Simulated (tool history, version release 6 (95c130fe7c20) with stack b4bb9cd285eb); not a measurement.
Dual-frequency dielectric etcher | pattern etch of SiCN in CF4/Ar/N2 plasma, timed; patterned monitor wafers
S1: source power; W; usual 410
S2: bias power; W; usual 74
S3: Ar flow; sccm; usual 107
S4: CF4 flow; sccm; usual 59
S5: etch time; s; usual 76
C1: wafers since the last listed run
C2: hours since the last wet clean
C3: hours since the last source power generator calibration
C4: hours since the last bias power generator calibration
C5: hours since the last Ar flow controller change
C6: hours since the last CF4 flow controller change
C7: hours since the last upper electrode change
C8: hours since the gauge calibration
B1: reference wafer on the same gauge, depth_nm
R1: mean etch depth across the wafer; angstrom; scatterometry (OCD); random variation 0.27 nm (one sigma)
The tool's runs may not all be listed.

run,day,S1,S2,S3,S4,S5,C1,C2,C3,C4,C5,C6,C7,C8,B1,R1
1,0,410,74,107,59,76,0,1.8,3447.2,1737,3357.1,30.6,80.3,156.9,56.9,614
2,2.462,410,74,107,59,76,1001,60.9,3506.3,1796.1,3416.2,89.7,139.4,216,56.7,614
# day 3.079: source power generator calibrated
3,4.975,410,74,107,66,76,953,121.2,45.5,1856.4,3476.5,150,199.7,276.3,56.8,649
4,6.483,410,74,107,59,76,613,157.4,81.7,1892.6,3512.7,186.2,235.9,312.5,56.8,638
5,8.346,410,74,107,59,76,757,202.1,126.4,1937.3,3557.4,230.9,280.6,357.2,56.9,642
# day 10.921: Ar flow controller replaced
6,10.942,410,85,82,59,76,953,264.4,188.7,1999.6,0.5,293.2,342.9,419.5,56.8,695
# day 12.083: bias power generator calibrated
7,12.275,410,74,116,59,76,474,296.4,220.7,4.6,32.5,325.2,374.9,451.5,56.9,647
8,14.729,410,74,107,59,96.5,997,355.3,279.6,63.5,91.4,384.1,433.8,510.4,56.8,827
9,15.758,410,74,107,59,76,418,380,304.3,88.2,116.1,408.8,458.5,535.1,56.8,645
# day 17.512: wet clean of the chamber
10,17.933,410,74,107,59,76,477,10.1,356.5,140.4,168.3,461,510.7,587.3,56.7,647
11,19.192,370,74,107,59,76,511,40.3,386.7,170.6,198.5,491.2,540.9,617.5,56.9,584
12,20.529,410,74,107,59,76,543,72.4,418.8,202.7,230.6,523.3,573,649.6,56.9,649
13,21.662,410,74,107,49,76,460,99.6,446,229.9,257.8,550.5,600.2,676.8,56.8,616
14,22.721,410,74,107,59,76,430,125,471.4,255.3,283.2,575.9,625.6,702.2,56.7,644
15,24.475,410,74,97,46,66.5,713,167.1,513.5,297.4,325.3,618,667.7,744.3,56.8,536
16,27.288,350,74,107,59,76,1143,234.6,581,364.9,392.8,685.5,735.2,811.8,56.9,551
17,29.658,310,66,107,59,76,963,291.5,637.9,421.8,449.7,742.4,792.1,868.7,56.8,456
18,31.571,410,74,107,59,84,777,337.4,683.8,467.7,495.6,788.3,838,914.6,56.8,716
19,33.238,410,74,107,59,85.5,677,377.4,723.8,507.7,535.6,828.3,878,954.6,56.7,726
# day 34.254: wet clean of the chamber
20,35.412,410,79,107,67,76,477,27.8,776,559.9,587.8,880.5,930.2,1006.8,56.9,681

Forecast each of these 5 alternatives for the next run:
A,35.429,410,74,107,59,76,6,28.2,776.4,560.3,588.2,880.9,930.6,1007.2,?,?
B,35.429,410,84,107,65,76,6,28.2,776.4,560.3,588.2,880.9,930.6,1007.2,?,?
C,35.429,410,74,130,59,76,6,28.2,776.4,560.3,588.2,880.9,930.6,1007.2,?,?
D,35.429,450,74,107,59,88.5,6,28.2,776.4,560.3,588.2,880.9,930.6,1007.2,?,?
E,35.429,410,90,107,59,76,6,28.2,776.4,560.3,588.2,880.9,930.6,1007.2,?,?

run,B1,R1
A,56.8,643
B,56.8,698
C,56.8,630
D,56.8,821
E,56.8,706
Without the tool's hidden state the same runs would have given:
run,R1
A,651
B,707
C,638
D,832
E,715

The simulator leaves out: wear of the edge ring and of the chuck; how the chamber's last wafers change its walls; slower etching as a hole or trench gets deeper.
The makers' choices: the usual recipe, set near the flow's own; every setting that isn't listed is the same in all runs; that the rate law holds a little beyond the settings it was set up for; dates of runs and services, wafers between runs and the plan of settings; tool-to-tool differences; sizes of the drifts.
